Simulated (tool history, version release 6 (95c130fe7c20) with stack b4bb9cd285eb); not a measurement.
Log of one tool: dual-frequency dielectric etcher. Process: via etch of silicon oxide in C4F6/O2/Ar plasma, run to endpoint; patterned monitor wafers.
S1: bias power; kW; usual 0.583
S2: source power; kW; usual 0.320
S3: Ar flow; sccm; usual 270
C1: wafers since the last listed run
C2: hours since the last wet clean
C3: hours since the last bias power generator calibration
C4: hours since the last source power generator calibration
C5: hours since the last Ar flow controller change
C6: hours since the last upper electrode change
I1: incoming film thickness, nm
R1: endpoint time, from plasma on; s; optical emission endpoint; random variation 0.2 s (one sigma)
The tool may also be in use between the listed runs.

{"run": 1, "day": 0.0, "S1": 0.583, "S2": 0.32, "S3": 270, "C1": 0, "C2": 526.9, "C3": 2620.4, "C4": 1431.9, "C5": 2447.3, "C6": 4415.1, "I1": 196.5, "R1": 42.8}
{"run": 2, "day": 0.538, "S1": 0.583, "S2": 0.32, "S3": 270, "C1": 253, "C2": 539.8, "C3": 2633.3, "C4": 1444.8, "C5": 2460.2, "C6": 4428.0, "I1": 199.4, "R1": 43.2}
{"run": 3, "day": 0.858, "S1": 0.583, "S2": 0.32, "S3": 270, "C1": 151, "C2": 547.5, "C3": 2641.0, "C4": 1452.5, "C5": 2467.9, "C6": 4435.7, "I1": 197.6, "R1": 42.6}
{"day": 2.042, "done": "wet clean of the chamber"}
{"run": 4, "day": 2.062, "S1": 0.583, "S2": 0.32, "S3": 270, "C1": 96, "C2": 0.5, "C3": 2669.9, "C4": 1481.4, "C5": 2496.8, "C6": 4464.6, "I1": 200.1, "R1": 45.7}
{"run": 5, "day": 2.075, "S1": 0.583, "S2": 0.32, "S3": 270, "C1": 5, "C2": 0.8, "C3": 2670.2, "C4": 1481.7, "C5": 2497.1, "C6": 4464.9, "I1": 199.1, "R1": 45.3}
{"run": 6, "day": 2.142, "S1": 0.583, "S2": 0.32, "S3": 270, "C1": 31, "C2": 2.4, "C3": 2671.8, "C4": 1483.3, "C5": 2498.7, "C6": 4466.5, "I1": 199.8, "R1": 45.7}
{"run": 7, "day": 2.671, "S1": 0.583, "S2": 0.32, "S3": 270, "C1": 249, "C2": 15.1, "C3": 2684.5, "C4": 1496.0, "C5": 2511.4, "C6": 4479.2, "I1": 199.0, "R1": 45.3}
{"run": 8, "day": 3.212, "S1": 0.583, "S2": 0.32, "S3": 298, "C1": 255, "C2": 28.1, "C3": 2697.5, "C4": 1509.0, "C5": 2524.4, "C6": 4492.2, "I1": 198.4, "R1": 45.8}
{"run": 9, "day": 3.783, "S1": 0.583, "S2": 0.32, "S3": 298, "C1": 269, "C2": 41.8, "C3": 2711.2, "C4": 1522.7, "C5": 2538.1, "C6": 4505.9, "I1": 196.5, "R1": 45.3}
{"run": 10, "day": 4.358, "S1": 0.651, "S2": 0.36, "S3": 270, "C1": 271, "C2": 55.6, "C3": 2725.0, "C4": 1536.5, "C5": 2551.9, "C6": 4519.7, "I1": 200.4, "R1": 41.7}
{"run": 11, "day": 4.996, "S1": 0.583, "S2": 0.32, "S3": 270, "C1": 300, "C2": 70.9, "C3": 2740.3, "C4": 1551.8, "C5": 2567.2, "C6": 4535.0, "I1": 196.5, "R1": 44.0}
{"day": 5.629, "done": "source power generator calibrated"}
{"run": 12, "day": 5.65, "S1": 0.456, "S2": 0.38, "S3": 236, "C1": 229, "C2": 86.6, "C3": 2756.0, "C4": 0.5, "C5": 2582.9, "C6": 4550.7, "I1": 199.8, "R1": 45.2}
{"day": 6.108, "done": "bias power generator calibrated"}
{"run": 13, "day": 6.317, "S1": 0.494, "S2": 0.32, "S3": 329, "C1": 235, "C2": 102.6, "C3": 5.0, "C4": 16.5, "C5": 2598.9, "C6": 4566.7, "I1": 200.3, "R1": 49.3}
{"run": 14, "day": 6.621, "S1": 0.583, "S2": 0.37, "S3": 270, "C1": 143, "C2": 109.9, "C3": 12.3, "C4": 23.8, "C5": 2606.2, "C6": 4574.0, "I1": 197.1, "R1": 42.2}
{"run": 15, "day": 6.904, "S1": 0.583, "S2": 0.4, "S3": 270, "C1": 133, "C2": 116.7, "C3": 19.1, "C4": 30.6, "C5": 2613.0, "C6": 4580.8, "I1": 198.4, "R1": 41.1}
{"run": 16, "day": 7.196, "S1": 0.583, "S2": 0.35, "S3": 302, "C1": 137, "C2": 123.7, "C3": 26.1, "C4": 37.6, "C5": 2620.0, "C6": 4587.8, "I1": 197.6, "R1": 43.8}
{"day": 8.404, "done": "upper electrode replaced, of another model than before"}
{"day": 8.583, "done": "Ar flow controller replaced"}
{"run": 17, "day": 8.604, "S1": 0.583, "S2": 0.32, "S3": 270, "C1": 107, "C2": 157.5, "C3": 59.9, "C4": 71.4, "C5": 0.5, "C6": 4.8, "I1": 197.1, "R1": 44.3}
{"run": 18, "day": 8.617, "S1": 0.474, "S2": 0.38, "S3": 247, "C1": 5, "C2": 157.8, "C3": 60.2, "C4": 71.7, "C5": 0.8, "C6": 5.1, "I1": 199.2, "R1": 44.5}
{"run": 19, "day": 8.629, "S1": 0.583, "S2": 0.26, "S3": 270, "C1": 5, "C2": 158.1, "C3": 60.5, "C4": 72.0, "C5": 1.1, "C6": 5.4, "I1": 200.1, "R1": 46.8}
{"run": 20, "day": 9.821, "S1": 0.505, "S2": 0.32, "S3": 325, "C1": 561, "C2": 186.7, "C3": 89.1, "C4": 100.6, "C5": 29.7, "C6": 34.0, "I1": 198.2, "R1": 47.1}
{"run": 21, "day": 10.371, "S1": 0.583, "S2": 0.32, "S3": 270, "C1": 259, "C2": 199.9, "C3": 102.3, "C4": 113.8, "C5": 42.9, "C6": 47.2, "I1": 199.8, "R1": 44.5}
{"run": 22, "day": 10.867, "S1": 0.583, "S2": 0.32, "S3": 270, "C1": 233, "C2": 211.8, "C3": 114.2, "C4": 125.7, "C5": 54.8, "C6": 59.1, "I1": 200.8, "R1": 44.7}
{"run": 23, "day": 11.512, "S1": 0.583, "S2": 0.32, "S3": 328, "C1": 304, "C2": 227.3, "C3": 129.7, "C4": 141.2, "C5": 70.3, "C6": 74.6, "I1": 198.3, "R1": 45.6}

Run 24 comes next. What will it give?
{"run": 24, "day": 12.208, "S1": 0.583, "S2": 0.32, "S3": 270, "C1": 327, "C2": 244.0, "C3": 146.4, "C4": 157.9, "C5": 87.0, "C6": 91.3, "I1": 199.9, "R1": "?"}

Run 24 gave R1 44.0 s.
Without the tool's hidden state the same run would have given R1 45.1 s.
